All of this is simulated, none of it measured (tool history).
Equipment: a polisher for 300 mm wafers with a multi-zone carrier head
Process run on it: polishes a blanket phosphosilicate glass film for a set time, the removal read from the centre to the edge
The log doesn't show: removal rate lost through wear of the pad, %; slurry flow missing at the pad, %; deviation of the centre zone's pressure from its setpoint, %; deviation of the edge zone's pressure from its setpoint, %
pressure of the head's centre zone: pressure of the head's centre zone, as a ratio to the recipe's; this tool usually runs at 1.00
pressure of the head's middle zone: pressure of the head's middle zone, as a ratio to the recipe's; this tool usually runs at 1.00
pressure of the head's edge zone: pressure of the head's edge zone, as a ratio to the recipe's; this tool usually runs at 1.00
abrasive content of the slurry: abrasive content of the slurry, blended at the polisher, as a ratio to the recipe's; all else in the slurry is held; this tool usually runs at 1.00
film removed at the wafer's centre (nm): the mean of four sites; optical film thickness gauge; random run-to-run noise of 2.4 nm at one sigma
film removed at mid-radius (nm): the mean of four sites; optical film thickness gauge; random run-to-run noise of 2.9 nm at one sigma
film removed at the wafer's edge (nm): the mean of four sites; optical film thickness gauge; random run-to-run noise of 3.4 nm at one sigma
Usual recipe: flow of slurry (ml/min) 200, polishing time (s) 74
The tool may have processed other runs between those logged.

| run | hour | flow of slurry (ml/min) | pressure of the head's centre zone | pressure of the head's middle zone | pressure of the head's edge zone | abrasive content of the slurry | polishing time (s) | wafers since the last listed run | wafers polished on this pad | hours since the slurry nozzle was cleaned | hours since the centre zone pressure was calibrated | hours since the edge zone pressure was calibrated | hours since the carrier head's membrane was replaced | incoming thickness of the incoming film, nm | film removed at the wafer's centre (nm) | film removed at mid-radius (nm) | film removed at the wafer's edge (nm) |
|---|---|---|---|---|---|---|---|---|---|---|---|---|---|---|---|---|---|
| 1 | 0.0 | 200 | 1.00 | 1.00 | 1.00 | 1.00 | 74 | 0 | 858 | 260.2 | 1385.5 | 94.3 | 61.7 | 3154.4 | 321.5 | 325.6 | 335.4 |
|  | 23.6 | centre zone pressure recalibrated |
| 2 | 35.8 | 200 | 1.00 | 1.00 | 1.00 | 1.00 | 74 | 227 | 1085 | 296.0 | 12.2 | 130.1 | 97.5 | 3075.1 | 325.0 | 326.5 | 337.1 |
|  | 46.0 | slurry nozzle cleaned |
| 3 | 53.6 | 150 | 1.00 | 1.00 | 1.00 | 1.00 | 74 | 112 | 1198 | 7.6 | 30.0 | 147.9 | 115.3 | 3043.2 | 314.6 | 314.7 | 333.0 |
|  | 78.6 | worn pad replaced by a new one |
| 4 | 120.2 | 225 | 1.00 | 1.11 | 0.92 | 1.00 | 74 | 420 | 279 | 74.2 | 96.6 | 214.5 | 181.9 | 3046.0 | 338.6 | 366.8 | 334.6 |
| 5 | 138.6 | 200 | 1.00 | 1.00 | 1.00 | 1.00 | 74 | 123 | 403 | 92.6 | 115.0 | 232.9 | 200.3 | 3112.2 | 333.2 | 336.2 | 346.1 |
| 6 | 163.1 | 200 | 0.91 | 1.00 | 1.00 | 0.85 | 88 | 164 | 567 | 117.1 | 139.5 | 257.4 | 224.8 | 3066.8 | 332.6 | 367.7 | 386.4 |
| 7 | 188.0 | 200 | 1.00 | 1.00 | 1.00 | 1.00 | 74 | 167 | 735 | 142.0 | 164.4 | 282.3 | 249.7 | 3066.2 | 331.0 | 329.8 | 342.6 |
| 8 | 222.5 | 220 | 1.00 | 1.00 | 0.94 | 1.00 | 93 | 231 | 967 | 176.5 | 198.9 | 316.8 | 284.2 | 3111.9 | 422.8 | 423.1 | 424.0 |
|  | 296.3 | worn pad replaced by a new one |
| 9 | 297.3 | 230 | 0.94 | 0.94 | 1.00 | 1.00 | 74 | 475 | 7 | 251.3 | 273.7 | 391.6 | 359.0 | 3061.0 | 317.3 | 321.2 | 338.5 |
| 10 | 325.2 | 200 | 1.00 | 1.00 | 1.00 | 1.00 | 63 | 187 | 194 | 279.2 | 301.6 | 419.5 | 386.9 | 3095.4 | 273.9 | 278.5 | 284.3 |
| 11 | 345.4 | 200 | 1.08 | 0.91 | 1.00 | 0.80 | 52 | 135 | 330 | 299.4 | 321.8 | 439.7 | 407.1 | 3109.8 | 222.8 | 191.5 | 216.1 |
| 12 | 379.7 | 135 | 1.00 | 1.00 | 1.00 | 1.00 | 74 | 230 | 560 | 333.7 | 356.1 | 474.0 | 441.4 | 3154.9 | 284.6 | 290.8 | 311.5 |
| 13 | 394.0 | 200 | 1.00 | 1.00 | 1.00 | 1.00 | 74 | 96 | 656 | 348.0 | 370.4 | 488.3 | 455.7 | 3056.4 | 315.5 | 313.1 | 329.1 |
|  | 402.4 | slurry nozzle cleaned |
| 14 | 420.5 | 130 | 1.00 | 1.12 | 1.12 | 1.00 | 74 | 171 | 828 | 18.1 | 396.9 | 514.8 | 482.2 | 3143.2 | 300.3 | 338.9 | 344.1 |
| 15 | 447.3 | 200 | 1.00 | 1.00 | 1.00 | 1.00 | 74 | 180 | 1008 | 44.9 | 423.7 | 541.6 | 509.0 | 3122.4 | 330.4 | 332.6 | 340.4 |
| 16 | 483.3 | 200 | 1.08 | 0.91 | 1.00 | 0.80 | 52 | 241 | 1249 | 80.9 | 459.7 | 577.6 | 545.0 | 3067.8 | 225.7 | 193.7 | 220.2 |
| 17 | 509.9 | 200 | 1.00 | 1.00 | 1.00 | 1.00 | 74 | 178 | 1428 | 107.5 | 486.3 | 604.2 | 571.6 | 3116.4 | 329.9 | 335.6 | 347.7 |
| 18 | 522.2 | 200 | 1.00 | 0.96 | 0.89 | 1.00 | 74 | 82 | 1511 | 119.8 | 498.6 | 616.5 | 583.9 | 3123.0 | 335.6 | 323.5 | 326.7 |
|  | 543.9 | worn pad replaced by a new one |
| 19 | 544.6 | 200 | 1.00 | 1.00 | 1.00 | 1.00 | 74 | 123 | 4 | 142.2 | 521.0 | 638.9 | 606.3 | 3099.1 | 329.3 | 330.8 | 345.8 |
| 20 | 572.2 | 200 | 1.00 | 0.90 | 1.00 | 1.00 | 92 | 185 | 190 | 169.8 | 548.6 | 666.5 | 633.9 | 3103.8 | 408.3 | 373.4 | 423.9 |
| 21 | 606.5 | 200 | 0.91 | 0.96 | 1.00 | 1.25 | 74 | 230 | 420 | 204.1 | 582.9 | 700.8 | 668.2 | 3038.9 | 327.7 | 345.4 | 369.7 |
| 22 | 627.4 | 145 | 1.00 | 0.95 | 1.06 | 1.00 | 99 | 140 | 561 | 225.0 | 603.8 | 721.7 | 689.1 | 3117.0 | 405.3 | 390.0 | 439.6 |
| 23 | 657.9 | 200 | 1.00 | 1.00 | 1.00 | 1.00 | 66 | 204 | 766 | 255.5 | 634.3 | 752.2 | 719.6 | 3034.0 | 291.9 | 292.6 | 304.3 |

3 ways to go on from here, each from the tool as it stands after run 23. What would each give?
| A | 658.3 | 200 | 1.00 | 1.00 | 1.00 | 0.90 | 74 | 2 | 768 | 255.9 | 634.7 | 752.6 | 720.0 | 3095.8 | ? | ? | ? |
| B | 658.3 | 200 | 1.00 | 1.00 | 1.00 | 1.20 | 74 | 2 | 768 | 255.9 | 634.7 | 752.6 | 720.0 | 3095.8 | ? | ? | ? |
| C | 658.3 | 175 | 1.03 | 0.94 | 1.00 | 1.00 | 74 | 2 | 768 | 255.9 | 634.7 | 752.6 | 720.0 | 3095.8 | ? | ? | ? |

| run | film removed at the wafer's centre (nm) | film removed at mid-radius (nm) | film removed at the wafer's edge (nm) |
|---|---|---|---|
| A | 314.6 | 307.5 | 327.6 |
| B | 354.5 | 346.5 | 369.2 |
| C | 328.9 | 297.5 | 336.6 |
Stripped of hidden state, with their random variation kept, the same runs would have yielded:
| run | film removed at the wafer's centre (nm) | film removed at mid-radius (nm) | film removed at the wafer's edge (nm) |
|---|---|---|---|
| A | 323.6 | 315.4 | 333.8 |
| B | 364.7 | 355.4 | 376.1 |
| C | 340.0 | 306.3 | 343.8 |
